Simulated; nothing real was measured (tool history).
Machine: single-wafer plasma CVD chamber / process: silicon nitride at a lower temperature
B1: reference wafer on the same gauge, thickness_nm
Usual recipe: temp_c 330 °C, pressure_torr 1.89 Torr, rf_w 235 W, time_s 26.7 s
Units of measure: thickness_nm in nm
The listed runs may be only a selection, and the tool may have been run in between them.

{"run": 1, "hour": 0.0, "temp_c": 330, "pressure_torr": 1.89, "rf_w": 235, "time_s": 29.6, "B1": 22.305, "thickness_nm": 28.177}
{"run": 2, "hour": 7.7, "temp_c": 321, "pressure_torr": 1.89, "rf_w": 235, "time_s": 26.7, "B1": 22.292, "thickness_nm": 25.485}
{"run": 3, "hour": 31.6, "temp_c": 321, "pressure_torr": 1.89, "rf_w": 235, "time_s": 26.7, "B1": 22.301, "thickness_nm": 25.573}
{"run": 4, "hour": 42.8, "temp_c": 330, "pressure_torr": 1.6, "rf_w": 235, "time_s": 26.7, "B1": 22.327, "thickness_nm": 24.384}
{"run": 5, "hour": 60.6, "temp_c": 330, "pressure_torr": 1.6, "rf_w": 235, "time_s": 26.7, "B1": 22.306, "thickness_nm": 24.239}
{"run": 6, "hour": 79.8, "temp_c": 330, "pressure_torr": 1.6, "rf_w": 235, "time_s": 26.7, "B1": 22.305, "thickness_nm": 24.455}
{"run": 7, "hour": 83.5, "temp_c": 330, "pressure_torr": 1.89, "rf_w": 235, "time_s": 26.7, "B1": 22.262, "thickness_nm": 25.414}
{"run": 8, "hour": 96.8, "temp_c": 330, "pressure_torr": 1.89, "rf_w": 265, "time_s": 26.7, "B1": 22.325, "thickness_nm": 28.298}
{"run": 9, "hour": 102.5, "temp_c": 330, "pressure_torr": 1.89, "rf_w": 265, "time_s": 26.7, "B1": 22.314, "thickness_nm": 28.303}
{"run": 10, "hour": 120.2, "temp_c": 330, "pressure_torr": 1.89, "rf_w": 235, "time_s": 26.7, "B1": 22.259, "thickness_nm": 27.414}
{"run": 11, "hour": 129.4, "temp_c": 324, "pressure_torr": 1.47, "rf_w": 235, "time_s": 31.8, "B1": 22.303, "thickness_nm": 30.489}
{"run": 12, "hour": 139.9, "temp_c": 330, "pressure_torr": 1.7, "rf_w": 210, "time_s": 31.2, "B1": 22.333, "thickness_nm": 27.672}
{"run": 13, "hour": 150.8, "temp_c": 318, "pressure_torr": 2.04, "rf_w": 235, "time_s": 29.3, "B1": 22.307, "thickness_nm": 30.505}
{"run": 14, "hour": 165.7, "temp_c": 345, "pressure_torr": 1.74, "rf_w": 220, "time_s": 24.5, "B1": 22.294, "thickness_nm": 22.763}
{"run": 15, "hour": 178.0, "temp_c": 330, "pressure_torr": 1.48, "rf_w": 235, "time_s": 28.1, "B1": 22.292, "thickness_nm": 26.523}
{"run": 16, "hour": 188.7, "temp_c": 330, "pressure_torr": 1.89, "rf_w": 235, "time_s": 29.6, "B1": 22.288, "thickness_nm": 30.117}
{"run": 17, "hour": 195.1, "temp_c": 330, "pressure_torr": 1.51, "rf_w": 235, "time_s": 26.7, "B1": 22.321, "thickness_nm": 25.704}
{"run": 18, "hour": 211.2, "temp_c": 330, "pressure_torr": 1.89, "rf_w": 255, "time_s": 26.7, "B1": 22.333, "thickness_nm": 29.024}
{"run": 19, "hour": 219.9, "temp_c": 330, "pressure_torr": 1.89, "rf_w": 235, "time_s": 26.7, "B1": 22.264, "thickness_nm": 26.996}
{"run": 20, "hour": 239.3, "temp_c": 330, "pressure_torr": 1.89, "rf_w": 235, "time_s": 26.7, "B1": 22.289, "thickness_nm": 26.932}
{"run": 21, "hour": 248.2, "temp_c": 330, "pressure_torr": 1.89, "rf_w": 235, "time_s": 26.7, "B1": 22.291, "thickness_nm": 26.888}
{"run": 22, "hour": 257.0, "temp_c": 330, "pressure_torr": 1.89, "rf_w": 235, "time_s": 21.5, "B1": 22.294, "thickness_nm": 21.676}
{"run": 23, "hour": 273.2, "temp_c": 330, "pressure_torr": 1.89, "rf_w": 235, "time_s": 22.2, "B1": 22.309, "thickness_nm": 22.184}
{"run": 24, "hour": 289.8, "temp_c": 317, "pressure_torr": 1.89, "rf_w": 200, "time_s": 30.1, "B1": 22.27, "thickness_nm": 25.949}
{"run": 25, "hour": 307.3, "temp_c": 321, "pressure_torr": 1.89, "rf_w": 235, "time_s": 26.7, "B1": 22.245, "thickness_nm": 26.896}
{"run": 26, "hour": 324.6, "temp_c": 318, "pressure_torr": 2.04, "rf_w": 235, "time_s": 29.3, "B1": 22.305, "thickness_nm": 29.721}
{"run": 27, "hour": 336.0, "temp_c": 330, "pressure_torr": 1.89, "rf_w": 235, "time_s": 26.7, "B1": 22.284, "thickness_nm": 26.489}
{"run": 28, "hour": 342.2, "temp_c": 323, "pressure_torr": 1.89, "rf_w": 250, "time_s": 28.9, "B1": 22.314, "thickness_nm": 30.222}
{"run": 29, "hour": 355.9, "temp_c": 344, "pressure_torr": 1.89, "rf_w": 235, "time_s": 26.7, "B1": 22.238, "thickness_nm": 26.371}

Between the runs listed above, the log contained 5 entries, not reproduced here. Where in the sequence does each belong, and how does what the log doesn't record of the tool's condition differ from the listed run before to the listed run after?
In the gap between runs 5 and 6: capacitance manometer re-zeroed and calibrated (hour 79.3)
  delivered RF power above the setpoint (%): -8.34 -> -8.36
  what was measured, less what the result would be without the hidden state, thickness_nm: -2.037 -> -2.060 nm
In the gap between runs 7 and 8: thermocouple changed; heater temperature recalibrated (hour 96.3)
  delivered RF power above the setpoint (%): -8.36 -> -8.37
  what was measured, less what the result would be without the hidden state, thickness_nm: -2.141 -> -2.291 nm
In the gap between runs 9 and 10: gauge calibrated (hour 103.5); RF generator calibrated (hour 119.7)
  delivered RF power above the setpoint (%): -8.38 -> -0.707
  what was measured, less what the result would be without the hidden state, thickness_nm: -2.293 -> -0.172 nm
In the gap between runs 17 and 18: showerhead replaced (hour 208.4)
  delivered RF power above the setpoint (%): -2.2 -> -2.47
  what was measured, less what the result would be without the hidden state, thickness_nm: -0.518 -> -0.650 nm
